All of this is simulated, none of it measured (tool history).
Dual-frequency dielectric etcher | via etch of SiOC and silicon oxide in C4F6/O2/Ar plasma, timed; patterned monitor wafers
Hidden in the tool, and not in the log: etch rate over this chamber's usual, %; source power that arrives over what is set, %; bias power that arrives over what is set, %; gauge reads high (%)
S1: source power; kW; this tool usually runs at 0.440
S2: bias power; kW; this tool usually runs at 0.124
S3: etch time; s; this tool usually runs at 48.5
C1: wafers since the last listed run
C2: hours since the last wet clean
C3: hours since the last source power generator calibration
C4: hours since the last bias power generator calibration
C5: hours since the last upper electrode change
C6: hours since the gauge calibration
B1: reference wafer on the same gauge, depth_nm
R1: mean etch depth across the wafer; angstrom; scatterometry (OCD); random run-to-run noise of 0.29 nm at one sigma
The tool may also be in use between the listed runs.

run	day	S1	S2	S3	C1	C2	C3	C4	C5	C6	B1	R1
1	0.000	0.440	0.124	48.5	0	80.1	946.2	974.7	4067.1	78.2	46.6	485
2	4.121	0.440	0.124	48.5	770	179.0	1045.1	1073.6	4166.0	177.1	46.6	480
3	6.462	0.440	0.124	48.5	438	235.2	1101.3	1129.8	4222.2	233.3	46.6	484
4	9.083	0.440	0.124	48.5	490	298.1	1164.2	1192.7	4285.1	296.2	46.6	482
5	11.171	0.440	0.124	48.5	390	348.2	1214.3	1242.8	4335.2	346.3	46.6	480
6	13.362	0.440	0.124	42.5	409	400.8	1266.9	1295.4	4387.8	398.9	46.6	419
7	15.325	0.480	0.124	48.5	367	447.9	1314.0	1342.5	4434.9	446.0	46.6	486
8	18.321	0.550	0.102	43.0	560	519.8	1385.9	1414.4	4506.8	517.9	46.5	431
9	21.762	0.440	0.124	63.0	643	602.4	1468.5	1497.0	4589.4	600.5	46.6	610
10	25.012	0.440	0.124	48.5	607	680.4	1546.5	1575.0	4667.4	678.5	46.6	471
11	28.246	0.440	0.124	48.5	604	758.0	1624.1	1652.6	4745.0	756.1	46.6	467
# day 29.346: upper electrode replaced
12	29.808	0.380	0.124	54.0	105	795.5	1661.6	1690.1	11.1	793.6	46.6	501
# day 30.925: wet clean of the chamber
13	32.208	0.440	0.112	41.0	261	30.8	1719.2	1747.7	68.7	851.2	46.6	407
14	34.542	0.520	0.124	48.5	436	86.8	1775.2	1803.7	124.7	907.2	46.6	505
15	36.283	0.380	0.124	63.0	325	128.6	1817.0	1845.5	166.5	949.0	46.6	619
16	40.383	0.440	0.113	41.5	766	227.0	1915.4	1943.9	264.9	1047.4	46.6	410
# day 43.483: bias power generator calibrated
17	44.308	0.440	0.124	48.5	703	321.2	2009.6	19.8	359.1	1141.6	46.6	481
18	48.217	0.550	0.101	48.5	731	415.0	2103.4	113.6	452.9	1235.4	46.5	490
# day 49.096: source power generator calibrated
19	57.108	0.490	0.134	62.0	1632	628.4	192.3	327.0	666.3	1448.8	46.6	623
# day 61.871: wet clean of the chamber
20	64.112	0.440	0.124	39.0	1123	53.8	360.4	495.1	834.4	1616.9	46.6	392
21	70.038	0.440	0.124	48.5	1108	196.0	502.6	637.3	976.6	1759.1	46.6	486
22	71.925	0.510	0.124	51.5	353	241.3	547.9	682.6	1021.9	1804.4	46.6	526
23	74.496	0.440	0.124	48.5	480	303.0	609.6	744.3	1083.6	1866.1	46.6	479
24	77.833	0.500	0.124	59.5	624	383.1	689.7	824.4	1163.7	1946.2	46.6	603
25	81.938	0.350	0.145	59.5	767	481.6	788.2	922.9	1262.2	2044.7	46.6	576
26	86.421	0.490	0.110	57.0	838	589.2	895.8	1030.5	1369.8	2152.3	46.7	556
# day 89.467: wet clean of the chamber
27	90.546	0.480	0.153	60.5	584	25.9	994.8	1129.5	1468.8	2251.3	46.6	639
28	92.567	0.360	0.102	37.5	378	74.4	1043.3	1178.0	1517.3	2299.8	46.6	353
29	94.638	0.480	0.154	48.5	387	124.1	1093.0	1227.7	1567.0	2349.5	46.5	508
30	97.550	0.370	0.099	42.5	544	194.0	1162.9	1297.6	1636.9	2419.4	46.6	398

Hidden state at the last listed run before each entry between runs and at the first one after, where it differs:
In the gap between runs 11 and 12: upper electrode replaced (day 29.346)
  etch rate over this chamber's usual, %: -5.48 -> -5.74
  difference, measured minus the result without the unlogged condition, R1: -27 -> -30 angstrom
In the gap between runs 12 and 13: wet clean of the chamber (day 30.925)
  etch rate over this chamber's usual, %: -5.74 -> -0.293
  difference, measured minus the result without the unlogged condition, R1: -30 -> -1 angstrom
In the gap between runs 16 and 17: bias power generator calibrated (day 43.483)
  etch rate over this chamber's usual, %: -1.65 -> -2.3
  difference, measured minus the result without the unlogged condition, R1: -6 -> -11 angstrom
In the gap between runs 18 and 19: source power generator calibrated (day 49.096)
  etch rate over this chamber's usual, %: -2.95 -> -4.42
  difference, measured minus the result without the unlogged condition, R1: -15 -> -29 angstrom
In the gap between runs 19 and 20: wet clean of the chamber (day 61.871)
  etch rate over this chamber's usual, %: -4.42 -> -0.914
  difference, measured minus the result without the unlogged condition, R1: -29 -> -4 angstrom
In the gap between runs 26 and 27: wet clean of the chamber (day 89.467)
  etch rate over this chamber's usual, %: -4.61 -> -0.645
  difference, measured minus the result without the unlogged condition, R1: -27 -> -4 angstrom
